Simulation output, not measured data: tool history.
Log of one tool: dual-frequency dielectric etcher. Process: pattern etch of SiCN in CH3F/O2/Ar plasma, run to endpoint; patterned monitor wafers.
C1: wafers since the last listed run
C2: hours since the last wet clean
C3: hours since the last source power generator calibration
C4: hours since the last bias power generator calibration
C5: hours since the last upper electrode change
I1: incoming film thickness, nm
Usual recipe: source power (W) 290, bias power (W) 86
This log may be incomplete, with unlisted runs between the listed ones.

{"run": 1, "hour": 0.0, "source power (W)": 290, "bias power (W)": 76, "C1": 0, "C2": 243.2, "C3": 4125.2, "C4": 2084, "C5": 3179.3, "I1": 7.97, "endpoint time (s)": 24.8}
{"run": 2, "hour": 16.5, "source power (W)": 290, "bias power (W)": 76, "C1": 184, "C2": 259.7, "C3": 4141.7, "C4": 2100.5, "C5": 3195.8, "I1": 8, "endpoint time (s)": 25}
{"run": 3, "hour": 32.7, "source power (W)": 290, "bias power (W)": 86, "C1": 181, "C2": 275.9, "C3": 4157.9, "C4": 2116.7, "C5": 3212, "I1": 7.98, "endpoint time (s)": 23.4}
{"run": 4, "hour": 42.8, "source power (W)": 290, "bias power (W)": 86, "C1": 112, "C2": 286, "C3": 4168, "C4": 2126.8, "C5": 3222.1, "I1": 7.98, "endpoint time (s)": 23.4}
{"run": 5, "hour": 50.3, "source power (W)": 290, "bias power (W)": 86, "C1": 83, "C2": 293.5, "C3": 4175.5, "C4": 2134.3, "C5": 3229.6, "I1": 8.08, "endpoint time (s)": 23.7}
{"run": 6, "hour": 58.9, "source power (W)": 240, "bias power (W)": 96, "C1": 96, "C2": 302.1, "C3": 4184.1, "C4": 2142.9, "C5": 3238.2, "I1": 7.96, "endpoint time (s)": 23.4}
{"run": 7, "hour": 68.4, "source power (W)": 290, "bias power (W)": 86, "C1": 106, "C2": 311.6, "C3": 4193.6, "C4": 2152.4, "C5": 3247.7, "I1": 7.92, "endpoint time (s)": 23.2}
{"run": 8, "hour": 81.3, "source power (W)": 290, "bias power (W)": 86, "C1": 144, "C2": 324.5, "C3": 4206.5, "C4": 2165.3, "C5": 3260.6, "I1": 8, "endpoint time (s)": 23.5}
{"run": 9, "hour": 92.8, "source power (W)": 290, "bias power (W)": 86, "C1": 128, "C2": 336, "C3": 4218, "C4": 2176.8, "C5": 3272.1, "I1": 8.03, "endpoint time (s)": 23.8}
{"run": 10, "hour": 109.9, "source power (W)": 240, "bias power (W)": 95, "C1": 191, "C2": 353.1, "C3": 4235.1, "C4": 2193.9, "C5": 3289.2, "I1": 8.04, "endpoint time (s)": 23.9}
{"run": 11, "hour": 122.3, "source power (W)": 240, "bias power (W)": 95, "C1": 138, "C2": 365.5, "C3": 4247.5, "C4": 2206.3, "C5": 3301.6, "I1": 8.02, "endpoint time (s)": 23.8}
{"run": 12, "hour": 139.6, "source power (W)": 240, "bias power (W)": 95, "C1": 193, "C2": 382.8, "C3": 4264.8, "C4": 2223.6, "C5": 3318.9, "I1": 7.96, "endpoint time (s)": 23.6}
{"run": 13, "hour": 186.8, "source power (W)": 320, "bias power (W)": 94, "C1": 527, "C2": 430, "C3": 4312, "C4": 2270.8, "C5": 3366.1, "I1": 8.02, "endpoint time (s)": 22.2}
{"run": 14, "hour": 201.3, "source power (W)": 320, "bias power (W)": 94, "C1": 162, "C2": 444.5, "C3": 4326.5, "C4": 2285.3, "C5": 3380.6, "I1": 7.91, "endpoint time (s)": 21.9}
{"run": 15, "hour": 209.6, "source power (W)": 320, "bias power (W)": 94, "C1": 92, "C2": 452.8, "C3": 4334.8, "C4": 2293.6, "C5": 3388.9, "I1": 7.96, "endpoint time (s)": 22}
{"run": 16, "hour": 225.8, "source power (W)": 290, "bias power (W)": 86, "C1": 181, "C2": 469, "C3": 4351, "C4": 2309.8, "C5": 3405.1, "I1": 8.02, "endpoint time (s)": 24}
{"run": 17, "hour": 236.7, "source power (W)": 290, "bias power (W)": 86, "C1": 121, "C2": 479.9, "C3": 4361.9, "C4": 2320.7, "C5": 3416, "I1": 7.98, "endpoint time (s)": 23.8}
{"run": 18, "hour": 253.6, "source power (W)": 270, "bias power (W)": 93, "C1": 188, "C2": 496.8, "C3": 4378.8, "C4": 2337.6, "C5": 3432.9, "I1": 7.99, "endpoint time (s)": 23.4}
{"run": 19, "hour": 269.2, "source power (W)": 290, "bias power (W)": 86, "C1": 174, "C2": 512.4, "C3": 4394.4, "C4": 2353.2, "C5": 3448.5, "I1": 8, "endpoint time (s)": 24.1}
{"hour": 280.3, "done": "source power generator calibrated"}
{"hour": 300.7, "done": "wet clean of the chamber"}
{"hour": 321.9, "done": "upper electrode replaced"}
{"run": 20, "hour": 322.4, "source power (W)": 290, "bias power (W)": 64, "C1": 84, "C2": 21.7, "C3": 42.1, "C4": 2406.4, "C5": 0.5, "I1": 8.05, "endpoint time (s)": 26.9}
{"run": 21, "hour": 322.8, "source power (W)": 340, "bias power (W)": 72, "C1": 4, "C2": 22.1, "C3": 42.5, "C4": 2406.8, "C5": 0.9, "I1": 7.98, "endpoint time (s)": 23.8}
{"run": 22, "hour": 323.1, "source power (W)": 290, "bias power (W)": 86, "C1": 3, "C2": 22.4, "C3": 42.8, "C4": 2407.1, "C5": 1.2, "I1": 8.03, "endpoint time (s)": 23.2}
{"run": 23, "hour": 323.4, "source power (W)": 320, "bias power (W)": 97, "C1": 3, "C2": 22.7, "C3": 43.1, "C4": 2407.4, "C5": 1.5, "I1": 8.04, "endpoint time (s)": 21.3}
{"hour": 328.5, "done": "bias power generator calibrated"}
{"run": 24, "hour": 329.0, "source power (W)": 320, "bias power (W)": 86, "C1": 17, "C2": 28.3, "C3": 48.7, "C4": 0.5, "C5": 7.1, "I1": 7.97, "endpoint time (s)": 22.4}
{"run": 25, "hour": 338.7, "source power (W)": 330, "bias power (W)": 68, "C1": 108, "C2": 38, "C3": 58.4, "C4": 10.2, "C5": 16.8, "I1": 8.01, "endpoint time (s)": 24.9}
{"run": 26, "hour": 373.4, "source power (W)": 310, "bias power (W)": 74, "C1": 387, "C2": 72.7, "C3": 93.1, "C4": 44.9, "C5": 51.5, "I1": 7.94, "endpoint time (s)": 24.3}
{"run": 27, "hour": 383.5, "source power (W)": 290, "bias power (W)": 86, "C1": 112, "C2": 82.8, "C3": 103.2, "C4": 55, "C5": 61.6, "I1": 7.97, "endpoint time (s)": 23.1}
{"run": 28, "hour": 394.5, "source power (W)": 290, "bias power (W)": 86, "C1": 122, "C2": 93.8, "C3": 114.2, "C4": 66, "C5": 72.6, "I1": 7.99, "endpoint time (s)": 23.2}
{"run": 29, "hour": 403.9, "source power (W)": 330, "bias power (W)": 86, "C1": 105, "C2": 103.2, "C3": 123.6, "C4": 75.4, "C5": 82, "I1": 8.03, "endpoint time (s)": 22.4}
{"run": 30, "hour": 414.1, "source power (W)": 340, "bias power (W)": 68, "C1": 114, "C2": 113.4, "C3": 133.8, "C4": 85.6, "C5": 92.2, "I1": 7.93, "endpoint time (s)": 24.8}
{"run": 31, "hour": 424.1, "source power (W)": 340, "bias power (W)": 93, "C1": 111, "C2": 123.4, "C3": 143.8, "C4": 95.6, "C5": 102.2, "I1": 8, "endpoint time (s)": 21.5}

Results per run with the tool's hidden condition removed, run-to-run variation unchanged:
Hidden conditions of the tool in this case: etch rate over this chamber's usual, %; source power that arrives over what is set, %; bias power that arrives over what is set, %.
run=1 endpoint_time_(s)=24.4
run=2 endpoint_time_(s)=24.6
run=3 endpoint_time_(s)=23
run=4 endpoint_time_(s)=22.9
run=5 endpoint_time_(s)=23.3
run=6 endpoint_time_(s)=23
run=7 endpoint_time_(s)=22.7
run=8 endpoint_time_(s)=23
run=9 endpoint_time_(s)=23.3
run=10 endpoint_time_(s)=23.4
run=11 endpoint_time_(s)=23.2
run=12 endpoint_time_(s)=23.1
run=13 endpoint_time_(s)=21.6
run=14 endpoint_time_(s)=21.3
run=15 endpoint_time_(s)=21.4
run=16 endpoint_time_(s)=23.3
run=17 endpoint_time_(s)=23.1
run=18 endpoint_time_(s)=22.7
run=19 endpoint_time_(s)=23.3
run=20 endpoint_time_(s)=27
run=21 endpoint_time_(s)=23.9
run=22 endpoint_time_(s)=23.2
run=23 endpoint_time_(s)=21.3
run=24 endpoint_time_(s)=22.4
run=25 endpoint_time_(s)=24.9
run=26 endpoint_time_(s)=24.2
run=27 endpoint_time_(s)=23
run=28 endpoint_time_(s)=23.1
run=29 endpoint_time_(s)=22.3
run=30 endpoint_time_(s)=24.7
run=31 endpoint_time_(s)=21.4

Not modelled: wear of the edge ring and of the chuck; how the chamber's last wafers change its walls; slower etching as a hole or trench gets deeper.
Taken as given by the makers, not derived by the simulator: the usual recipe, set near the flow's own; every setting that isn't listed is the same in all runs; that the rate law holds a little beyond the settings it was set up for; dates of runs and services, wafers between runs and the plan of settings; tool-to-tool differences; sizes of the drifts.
